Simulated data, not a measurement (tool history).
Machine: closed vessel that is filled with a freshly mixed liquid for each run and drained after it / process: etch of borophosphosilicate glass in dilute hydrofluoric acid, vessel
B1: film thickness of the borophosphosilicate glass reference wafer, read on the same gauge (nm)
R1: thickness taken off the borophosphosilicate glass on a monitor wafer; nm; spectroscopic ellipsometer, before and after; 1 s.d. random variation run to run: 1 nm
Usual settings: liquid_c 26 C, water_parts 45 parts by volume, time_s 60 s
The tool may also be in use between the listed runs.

Run 1, day 0: usual settings; B1 30.01. Result: R1 105.02 nm.
Run 2, day 0.633: usual settings; B1 29.93. Result: R1 102.6 nm.
Run 3, day 1.375: usual settings; B1 29.98. Result: R1 103.61 nm.
Run 4, day 1.683: usual settings; B1 30.01. Result: R1 106 nm.
Run 5, day 2.2: usual settings; B1 29.99. Result: R1 106.64 nm.
Run 6, day 2.521: usual settings; B1 29.99. Result: R1 105.19 nm.
Run 7, day 2.958: usual settings but liquid_c 27.5 C, water_parts 35 parts by volume; B1 30.02. Result: R1 144.77 nm.
Run 8, day 3.329: usual settings but liquid_c 27.5 C, water_parts 35 parts by volume; B1 29.98. Result: R1 143.02 nm.
Run 9, day 3.842: usual settings; B1 29.98. Result: R1 104.9 nm.
Run 10, day 4.354: usual settings; B1 29.96. Result: R1 104.84 nm.
Run 11, day 5.079: usual settings; B1 29.98. Result: R1 105.64 nm.
Run 12, day 5.521: usual settings; B1 30.06. Result: R1 103.19 nm.
Run 13, day 5.858: usual settings; B1 30.07. Result: R1 104.09 nm.
Run 14, day 6.342: usual settings; B1 29.98. Result: R1 104.5 nm.
At day 6.542: hydrofluoric acid flow meter replaced.
Run 15, day 6.654: usual settings; B1 29.99. Result: R1 102.74 nm.
Run 16, day 7.129: usual settings; B1 29.96. Result: R1 105.07 nm.
Run 17, day 9.367: usual settings but liquid_c 29 C, water_parts 30 parts by volume, time_s 40 s; B1 30.03. Result: R1 121.4 nm.
Run 18, day 9.662: usual settings but liquid_c 21.5 C, time_s 90 s; B1 30.03. Result: R1 129.79 nm.
At day 9.692: gauge calibrated.
Run 19, day 10.35: usual settings but liquid_c 30.5 C, water_parts 35 parts by volume, time_s 45 s; B1 29.98. Result: R1 122.31 nm.
Run 20, day 10.867: usual settings but liquid_c 22 C, time_s 95 s; B1 29.98. Result: R1 142.17 nm.
Run 21, day 12.583: usual settings but water_parts 60 parts by volume; B1 30.01. Result: R1 77.41 nm.
Run 22, day 13.038: usual settings but water_parts 35 parts by volume, time_s 30 s; B1 29.97. Result: R1 67.97 nm.
Run 23, day 13.75: usual settings; B1 29.96. Result: R1 105.2 nm.
At day 14.017: thermometer replaced.
Run 24, day 14.088: usual settings but liquid_c 28 C; B1 30.03. Result: R1 113.11 nm.
Run 25, day 14.783: usual settings but liquid_c 27.5 C, water_parts 50 parts by volume, time_s 45 s; B1 29.99. Result: R1 73.73 nm.
Run 26, day 15.504: usual settings; B1 30.04. Result: R1 103.91 nm.
Run 27, day 17.579: usual settings but liquid_c 29 C, water_parts 40 parts by volume, time_s 30 s; B1 29.99. Result: R1 66.28 nm.

List, for all runs, the conditions of the tool that the log does not record:
liquid colder than its thermometer reads (K): 0 at every run
hydrofluoric acid flow below the setpoint (%): 0 at every run
gauge reads high (%): 0 at every run

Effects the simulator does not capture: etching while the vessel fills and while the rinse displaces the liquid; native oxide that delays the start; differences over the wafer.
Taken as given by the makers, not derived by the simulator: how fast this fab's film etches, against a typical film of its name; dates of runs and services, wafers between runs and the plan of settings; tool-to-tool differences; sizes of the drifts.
